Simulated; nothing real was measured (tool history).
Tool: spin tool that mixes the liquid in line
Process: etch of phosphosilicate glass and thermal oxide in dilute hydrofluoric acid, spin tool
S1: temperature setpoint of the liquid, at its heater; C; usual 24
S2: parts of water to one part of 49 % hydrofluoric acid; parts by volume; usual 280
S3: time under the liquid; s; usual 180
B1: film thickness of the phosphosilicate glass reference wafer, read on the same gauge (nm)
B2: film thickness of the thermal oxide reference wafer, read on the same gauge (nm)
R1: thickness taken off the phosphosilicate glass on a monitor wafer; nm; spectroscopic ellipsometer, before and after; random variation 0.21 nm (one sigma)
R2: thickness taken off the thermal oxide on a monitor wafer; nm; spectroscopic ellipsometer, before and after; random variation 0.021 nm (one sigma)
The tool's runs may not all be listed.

run,hour,S1,S2,S3,B1,B2,R1,R2
1,0,24,185,180,50.01,29.999,91.46,4.347
2,57.2,24,280,180,50,29.981,54.66,2.587
3,119.7,24,280,180,50.05,30.004,54.78,2.524
# hour 132.1: gauge calibrated
# hour 196.5: hydrofluoric acid flow meter replaced
4,268.7,24,280,180,50.03,29.971,54.48,2.576
5,307.5,25.5,280,180,49.97,29.993,57.87,2.729
6,346,28.5,185,180,49.97,30.009,107.53,5.089
7,395.8,25.5,280,180,49.96,30.021,57.64,2.752
8,438.1,24,280,180,50.02,29.997,55.34,2.564
9,463.1,22,230,110,50.01,29.972,40.22,1.905
10,657.8,24,200,285,50.01,30.008,133.91,6.229
11,724.3,24,185,260,49.99,30.029,132.21,6.237
12,775.1,19.5,355,275,50.02,29.969,52.84,2.488
13,804.1,25.5,160,100,50,29.989,64.44,3.042
14,853.3,27.5,280,180,49.98,29.991,61.86,2.939
15,892.6,19.5,405,115,50.01,30.014,18.57,0.891
16,953.2,21,280,180,49.98,30.005,49.59,2.301
17,993.5,25.5,280,180,49.98,29.958,58.2,2.721
18,1051.3,24,365,245,50.01,30.022,53.08,2.493
19,1100.9,24,160,180,50.04,29.995,110.06,5.233
20,1129.4,28.5,185,180,50,29.994,109.5,5.116
21,1198.9,24,280,180,49.99,30.008,55.39,2.621
22,1233.6,24,350,180,49.99,30.005,41.43,1.967
23,1348.9,26,280,180,49.99,30.012,59.01,2.788
24,1418.4,24,390,270,50.01,29.981,54.02,2.523
25,1481.5,28,355,90,49.97,30.017,23.15,1.094

Forecast each of these 5 alternatives for the next run:
A,1482,24,280,225,?,?,?,?
B,1482,25.5,190,180,?,?,?,?
C,1482,24,280,220,?,?,?,?
D,1482,24,170,210,?,?,?,?
E,1482,24,280,140,?,?,?,?

run,B1,B2,R1,R2
A,50.03,29.987,69.54,3.254
B,50.03,29.987,95.21,4.455
C,50.03,29.987,67.99,3.182
D,50.03,29.987,120.15,5.623
E,50.03,29.987,43.27,2.025
Without the tool's hidden state the same runs would have given:
run,R1,R2
A,68.17,3.19
B,93.25,4.364
C,66.65,3.119
D,117.6,5.503
E,42.41,1.985
